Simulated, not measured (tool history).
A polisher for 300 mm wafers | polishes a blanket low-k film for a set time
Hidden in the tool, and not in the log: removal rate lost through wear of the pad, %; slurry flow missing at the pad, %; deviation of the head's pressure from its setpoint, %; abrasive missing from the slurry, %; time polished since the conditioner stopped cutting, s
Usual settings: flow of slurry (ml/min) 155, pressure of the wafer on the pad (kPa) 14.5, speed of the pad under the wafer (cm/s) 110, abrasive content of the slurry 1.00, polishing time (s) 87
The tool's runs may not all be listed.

run   hour  flow of slurry (ml/min)  pressure of the wafer on the pad (kPa)  speed of the pad under the wafer (cm/s)  abrasive content of the slurry  polishing time (s)  wafers since the last listed run  wafers polished on this pad  hours since the slurry nozzle was cleaned  hours since the head pressure was calibrated  hours since the slurry blender was calibrated  hours since the conditioning disc was replaced  incoming thickness of the incoming film, nm  film removed (angstrom)
  1    0.0                      155                                    14.5                                      110                            1.00                  87                                 0                          620                                      263.1                                         492.5                                          123.1                                            33.3                                        338.7                      392
       4.5  -- head pressure recalibrated
       4.7  -- worn pad replaced by a new one
       8.9  -- slurry blender recalibrated
  2   30.2                      175                                    14.5                                      130                            1.00                  87                               139                          126                                      293.3                                          25.7                                           21.3                                            63.5                                        335.0                      486
  3  125.9                      155                                    14.5                                      110                            1.00                  87                               514                          640                                      389.0                                         121.4                                          117.0                                           159.2                                        338.7                      392
     142.1  -- worn pad replaced by a new one
     153.8  -- slurry blender recalibrated
  4  159.3                      155                                    14.5                                      110                            1.00                  87                               147                           81                                      422.4                                         154.8                                            5.5                                           192.6                                        339.9                      444
  5  172.1                      155                                    14.5                                      110                            1.00                  87                                68                          150                                      435.2                                         167.6                                           18.3                                           205.4                                        347.2                      428
  6  203.1                      155                                    14.5                                       88                            1.00                 108                               166                          317                                      466.2                                         198.6                                           49.3                                           236.4                                        344.0                      425
     218.2  -- slurry nozzle cleaned
  7  220.8                      155                                    14.5                                       88                            1.00                 108                                89                          406                                        2.6                                         216.3                                           67.0                                           254.1                                        345.7                      430
     233.6  -- conditioning disc replaced and pad reconditioned
  8  247.6                      140                                    14.5                                      110                            1.00                  87                               133                          539                                       29.4                                         243.1                                           93.8                                            14.0                                        339.1                      386
     267.0  -- worn pad replaced by a new one
     268.9  -- slurry blender recalibrated
  9  276.8                      140                                    14.5                                      110                            1.00                  87                               125                           42                                       58.6                                         272.3                                            7.9                                            43.2                                        339.2                      424
 10  290.4                      175                                    14.5                                      110                            1.00                  87                                73                          115                                       72.2                                         285.9                                           21.5                                            56.8                                        333.5                      425
 11  314.6                      155                                    14.5                                      110                            1.00                  87                               129                          245                                       96.4                                         310.1                                           45.7                                            81.0                                        342.1                      397
 12  331.8                      155                                    14.5                                      110                            1.00                  87                                92                          338                                      113.6                                         327.3                                           62.9                                            98.2                                        341.6                      383
 13  362.3                      155                                    14.5                                      110                            0.85                 109                               163                          501                                      144.1                                         357.8                                           93.4                                           128.7                                        338.0                      432
     396.3  -- slurry blender recalibrated
 14  399.3                      155                                    11.0                                       90                            0.75                  96                               187                          689                                      181.1                                         394.8                                            3.0                                           165.7                                        343.9                      270
     411.2  -- worn pad replaced by a new one
 15  417.2                      155                                    17.9                                       90                            1.20                  77                                74                           32                                      199.0                                         412.7                                           20.9                                           183.6                                        339.1                      452
 16  431.7                      155                                    17.2                                      110                            1.00                  63                                77                          110                                      213.5                                         427.2                                           35.4                                           198.1                                        338.0                      361
     437.1  -- head pressure recalibrated
 17  462.7                      155                                    14.5                                      138                            1.00                  87                               155                          265                                      244.5                                          25.6                                           66.4                                           229.1                                        341.3                      475
     478.2  -- conditioning disc replaced and pad reconditioned
 18  479.3                      155                                    14.5                                      132                            1.00                  87                                78                          344                                      261.1                                          42.2                                           83.0                                             1.1                                        339.5                      448
 19  493.0                      175                                    12.4                                      110                            1.20                  87                                73                          417                                      274.8                                          55.9                                           96.7                                            14.8                                        338.9                      382
 20  510.5                      200                                    13.1                                      110                            1.00                  58                                93                          511                                      292.3                                          73.4                                          114.2                                            32.3                                        340.3                      240
     518.8  -- slurry blender recalibrated
     526.1  -- worn pad replaced by a new one
 21  536.9                      155                                    14.5                                      110                            1.00                  87                               109                           57                                      318.7                                          99.8                                           18.1                                            58.7                                        341.5                      421
 22  551.7                      155                                    10.3                                      110                            0.80                  87                                79                          137                                      333.5                                         114.6                                           32.9                                            73.5                                        340.1                      252
 23  573.1                      155                                    14.5                                       90                            1.00                  87                               114                          252                                      354.9                                         136.0                                           54.3                                            94.9                                        338.3                      347
 24  599.1                      155                                     9.7                                      110                            1.00                  87                               139                          391                                      380.9                                         162.0                                           80.3                                           120.9                                        336.6                      257

Measured less the same run without the tool's hidden state. The same run-to-run variation is in both; the gauge's scatter may not be:
run  film removed (angstrom)
  1                      -68
  2                      -29
  3                      -65
  4                      -11
  5                      -24
  6                      -49
  7                      -58
  8                      -61
  9                      -21
 10                      -36
 11                      -54
 12                      -61
 13                      -91
 14                       -3
 15                      -20
 16                      -28
 17                      -57
 18                      -61
 19                      -48
 20                      -36
 21                      -25
 22                      -27
 23                      -44
 24                      -40

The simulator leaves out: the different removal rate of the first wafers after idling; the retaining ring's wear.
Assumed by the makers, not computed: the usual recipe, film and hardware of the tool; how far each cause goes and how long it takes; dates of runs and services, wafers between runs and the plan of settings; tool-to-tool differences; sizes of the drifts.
